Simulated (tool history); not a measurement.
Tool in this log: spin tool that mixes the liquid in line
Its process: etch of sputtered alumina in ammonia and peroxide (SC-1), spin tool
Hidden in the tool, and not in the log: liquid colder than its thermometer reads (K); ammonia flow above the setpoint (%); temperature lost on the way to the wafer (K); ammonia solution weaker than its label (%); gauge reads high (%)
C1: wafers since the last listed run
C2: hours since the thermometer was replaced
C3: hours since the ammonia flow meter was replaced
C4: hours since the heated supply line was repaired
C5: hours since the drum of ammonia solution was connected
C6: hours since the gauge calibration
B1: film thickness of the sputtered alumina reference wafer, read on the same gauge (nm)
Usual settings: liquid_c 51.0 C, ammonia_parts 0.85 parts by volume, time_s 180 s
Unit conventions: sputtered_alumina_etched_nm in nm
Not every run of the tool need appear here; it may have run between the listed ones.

{"run": 1, "hour": 0.0, "liquid_c": 51.0, "ammonia_parts": 0.85, "time_s": 180, "C1": 0, "C2": 1374.5, "C3": 360.4, "C4": 1102.4, "C5": 655.1, "C6": 2272.8, "B1": 116.32, "sputtered_alumina_etched_nm": 7.26}
{"run": 2, "hour": 55.2, "liquid_c": 51.0, "ammonia_parts": 0.85, "time_s": 180, "C1": 433, "C2": 1429.7, "C3": 415.6, "C4": 1157.6, "C5": 710.3, "C6": 2328.0, "B1": 116.3, "sputtered_alumina_etched_nm": 7.17}
{"run": 3, "hour": 151.2, "liquid_c": 51.0, "ammonia_parts": 0.85, "time_s": 180, "C1": 754, "C2": 1525.7, "C3": 511.6, "C4": 1253.6, "C5": 806.3, "C6": 2424.0, "B1": 116.19, "sputtered_alumina_etched_nm": 7.15}
{"hour": 198.0, "done": "ammonia flow meter replaced"}
{"run": 4, "hour": 258.6, "liquid_c": 51.0, "ammonia_parts": 0.85, "time_s": 180, "C1": 836, "C2": 1633.1, "C3": 60.6, "C4": 1361.0, "C5": 913.7, "C6": 2531.4, "B1": 116.11, "sputtered_alumina_etched_nm": 7.1}
{"run": 5, "hour": 329.0, "liquid_c": 51.0, "ammonia_parts": 0.85, "time_s": 180, "C1": 553, "C2": 1703.5, "C3": 131.0, "C4": 1431.4, "C5": 984.1, "C6": 2601.8, "B1": 116.06, "sputtered_alumina_etched_nm": 7.11}
{"run": 6, "hour": 389.1, "liquid_c": 51.0, "ammonia_parts": 0.85, "time_s": 180, "C1": 472, "C2": 1763.6, "C3": 191.1, "C4": 1491.5, "C5": 1044.2, "C6": 2661.9, "B1": 116.04, "sputtered_alumina_etched_nm": 7.12}
{"hour": 438.0, "done": "gauge calibrated"}
{"hour": 463.0, "done": "heated supply line repaired"}
{"run": 7, "hour": 496.8, "liquid_c": 51.0, "ammonia_parts": 0.85, "time_s": 180, "C1": 838, "C2": 1871.3, "C3": 298.8, "C4": 33.8, "C5": 1151.9, "C6": 58.8, "B1": 129.28, "sputtered_alumina_etched_nm": 8.1}
{"hour": 505.7, "done": "new drum of ammonia solution connected"}
{"run": 8, "hour": 557.0, "liquid_c": 51.0, "ammonia_parts": 0.85, "time_s": 180, "C1": 465, "C2": 1931.5, "C3": 359.0, "C4": 94.0, "C5": 51.3, "C6": 119.0, "B1": 128.36, "sputtered_alumina_etched_nm": 7.94}
{"hour": 620.8, "done": "thermometer replaced"}
{"run": 9, "hour": 629.0, "liquid_c": 51.0, "ammonia_parts": 0.85, "time_s": 180, "C1": 557, "C2": 8.2, "C3": 431.0, "C4": 166.0, "C5": 123.3, "C6": 191.0, "B1": 127.42, "sputtered_alumina_etched_nm": 7.8}
{"run": 10, "hour": 711.0, "liquid_c": 51.0, "ammonia_parts": 0.85, "time_s": 180, "C1": 644, "C2": 90.2, "C3": 513.0, "C4": 248.0, "C5": 205.3, "C6": 273.0, "B1": 126.4, "sputtered_alumina_etched_nm": 7.75}
{"run": 11, "hour": 753.4, "liquid_c": 51.0, "ammonia_parts": 0.85, "time_s": 125, "C1": 333, "C2": 132.6, "C3": 555.4, "C4": 290.4, "C5": 247.7, "C6": 315.4, "B1": 125.94, "sputtered_alumina_etched_nm": 5.31}
{"run": 12, "hour": 799.0, "liquid_c": 51.0, "ammonia_parts": 1.15, "time_s": 270, "C1": 358, "C2": 178.2, "C3": 601.0, "C4": 336.0, "C5": 293.3, "C6": 361.0, "B1": 125.43, "sputtered_alumina_etched_nm": 11.84}
{"hour": 802.0, "done": "ammonia flow meter replaced"}
{"run": 13, "hour": 844.7, "liquid_c": 51.0, "ammonia_parts": 0.85, "time_s": 180, "C1": 351, "C2": 223.9, "C3": 42.7, "C4": 381.7, "C5": 339.0, "C6": 406.7, "B1": 124.99, "sputtered_alumina_etched_nm": 7.69}
{"run": 14, "hour": 1032.3, "liquid_c": 46.5, "ammonia_parts": 0.85, "time_s": 180, "C1": 1474, "C2": 411.5, "C3": 230.3, "C4": 569.3, "C5": 526.6, "C6": 594.3, "B1": 123.29, "sputtered_alumina_etched_nm": 5.99}
{"run": 15, "hour": 1086.9, "liquid_c": 51.0, "ammonia_parts": 0.85, "time_s": 250, "C1": 429, "C2": 466.1, "C3": 284.9, "C4": 623.9, "C5": 581.2, "C6": 648.9, "B1": 122.88, "sputtered_alumina_etched_nm": 10.65}
{"run": 16, "hour": 1136.7, "liquid_c": 51.0, "ammonia_parts": 0.85, "time_s": 180, "C1": 391, "C2": 515.9, "C3": 334.7, "C4": 673.7, "C5": 631.0, "C6": 698.7, "B1": 122.53, "sputtered_alumina_etched_nm": 7.54}
{"run": 17, "hour": 1264.5, "liquid_c": 51.0, "ammonia_parts": 0.85, "time_s": 180, "C1": 1004, "C2": 643.7, "C3": 462.5, "C4": 801.5, "C5": 758.8, "C6": 826.5, "B1": 121.72, "sputtered_alumina_etched_nm": 7.44}
{"run": 18, "hour": 1314.9, "liquid_c": 51.0, "ammonia_parts": 0.85, "time_s": 180, "C1": 396, "C2": 694.1, "C3": 512.9, "C4": 851.9, "C5": 809.2, "C6": 876.9, "B1": 121.42, "sputtered_alumina_etched_nm": 7.43}
{"hour": 1332.2, "done": "ammonia flow meter replaced"}
{"run": 19, "hour": 1405.6, "liquid_c": 51.0, "ammonia_parts": 1.0, "time_s": 180, "C1": 704, "C2": 784.8, "C3": 73.4, "C4": 942.6, "C5": 899.9, "C6": 967.6, "B1": 120.94, "sputtered_alumina_etched_nm": 7.6}

Run 20 has not been measured yet. What should we expect?
{"run": 20, "hour": 1509.2, "liquid_c": 51.0, "ammonia_parts": 1.2, "time_s": 180, "C1": 814, "C2": 888.4, "C3": 177.0, "C4": 1046.2, "C5": 1003.5, "C6": 1071.2, "B1": "?", "sputtered_alumina_etched_nm": "?"}

Run 20 measured B1 120.49, sputtered_alumina_etched_nm 7.82 nm.
Were there no unlogged condition in the tool, this run, its random variation unchanged, would have produced sputtered_alumina_etched_nm 8.44 nm.

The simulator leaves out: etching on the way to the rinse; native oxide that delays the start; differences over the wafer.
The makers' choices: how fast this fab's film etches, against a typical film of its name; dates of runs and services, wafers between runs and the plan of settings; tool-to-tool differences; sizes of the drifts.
